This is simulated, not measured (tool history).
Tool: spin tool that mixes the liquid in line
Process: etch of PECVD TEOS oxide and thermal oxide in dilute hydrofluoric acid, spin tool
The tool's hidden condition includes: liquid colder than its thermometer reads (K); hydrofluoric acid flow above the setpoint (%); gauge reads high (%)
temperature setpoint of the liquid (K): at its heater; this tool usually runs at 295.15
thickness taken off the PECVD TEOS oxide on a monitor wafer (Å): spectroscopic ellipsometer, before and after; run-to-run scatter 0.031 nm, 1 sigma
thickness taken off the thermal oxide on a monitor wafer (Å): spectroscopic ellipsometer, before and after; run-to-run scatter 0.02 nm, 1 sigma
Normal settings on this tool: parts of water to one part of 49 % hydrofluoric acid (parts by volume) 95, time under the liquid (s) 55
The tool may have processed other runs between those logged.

run,hour,temperature setpoint of the liquid (K),parts of water to one part of 49 % hydrofluoric acid (parts by volume),time under the liquid (s),wafers since the last listed run,hours since the thermometer was replaced,hours since the hydrofluoric acid flow meter was replaced,hours since the gauge calibration,"read-back film thickness of the PECVD TEOS oxide reference wafer, read on the same gauge (nm)","read-back film thickness of the thermal oxide reference wafer, read on the same gauge (nm)",thickness taken off the PECVD TEOS oxide on a monitor wafer (Å),thickness taken off the thermal oxide on a monitor wafer (Å)
1,0.0,295.15,95,70,0,1730.1,2170.6,548.8,69.972,69.994,66.57,35.27
2,20.0,295.15,95,30,165,1750.1,2190.6,568.8,70.006,69.958,28.40,15.05
3,46.2,295.15,95,30,216,1776.3,2216.8,595.0,70.010,69.958,28.42,15.01
4,106.5,295.15,95,65,497,1836.6,2277.1,655.3,70.007,69.937,61.58,32.36
# hour 132.7: gauge calibrated
5,140.3,295.15,95,55,279,1870.4,2310.9,7.6,69.987,69.966,52.32,27.71
6,161.8,295.15,95,55,177,1891.9,2332.4,29.1,70.008,69.973,51.78,28.14
7,189.1,295.15,95,55,225,1919.2,2359.7,56.4,69.983,69.960,52.05,28.00
8,224.0,295.15,95,55,288,1954.1,2394.6,91.3,69.996,70.020,51.75,27.91
# hour 240.9: hydrofluoric acid flow meter replaced
9,244.4,295.15,95,55,160,1974.5,3.5,111.7,69.980,70.005,45.27,24.08
10,278.7,295.15,75,55,283,2008.8,37.8,146.0,69.980,70.015,59.21,31.78
11,305.4,299.65,145,25,220,2035.5,64.5,172.7,69.978,69.967,15.23,8.09
12,336.0,295.15,95,55,252,2066.1,95.1,203.3,69.983,69.978,45.15,24.17
13,361.6,297.15,95,65,211,2091.7,120.7,228.9,70.011,70.007,58.95,31.16
14,386.8,296.65,145,80,208,2116.9,145.9,254.1,69.992,69.977,44.38,23.31
15,420.9,298.65,65,75,281,2151.0,180.0,288.2,70.022,69.982,109.49,56.95
16,434.7,295.15,50,55,113,2164.8,193.8,302.0,70.014,70.000,92.01,48.65
# hour 445.1: thermometer replaced
17,461.8,299.15,145,35,215,16.7,220.9,329.1,70.002,70.012,20.88,11.32
18,492.1,291.65,130,35,250,47.0,251.2,359.4,70.009,70.010,17.96,9.49
19,516.0,295.15,95,55,197,70.9,275.1,383.3,69.990,70.054,46.00,24.22
20,531.3,290.65,80,85,126,86.2,290.4,398.6,70.011,69.957,71.38,37.96
21,552.2,295.15,60,85,172,107.1,311.3,419.5,69.983,69.998,118.31,62.74
22,571.0,295.15,95,35,155,125.9,330.1,438.3,70.016,70.028,29.56,15.65
23,604.6,296.65,110,55,277,159.5,363.7,471.9,70.035,70.014,41.64,21.75

What will run 24 give?
24,620.2,296.65,145,80,128,175.1,379.3,487.5,?,?,?,?

read-back film thickness of the PECVD TEOS oxide reference wafer, read on the same gauge (nm): 69.950
read-back film thickness of the thermal oxide reference wafer, read on the same gauge (nm): 70.036
thickness taken off the PECVD TEOS oxide on a monitor wafer (Å): 43.97
thickness taken off the thermal oxide on a monitor wafer (Å): 23.34
Were there no unlogged condition in the tool, this run, its random variation unchanged, would have produced thickness taken off the PECVD TEOS oxide on a monitor wafer (Å) 42.64, thickness taken off the thermal oxide on a monitor wafer (Å) 22.63.
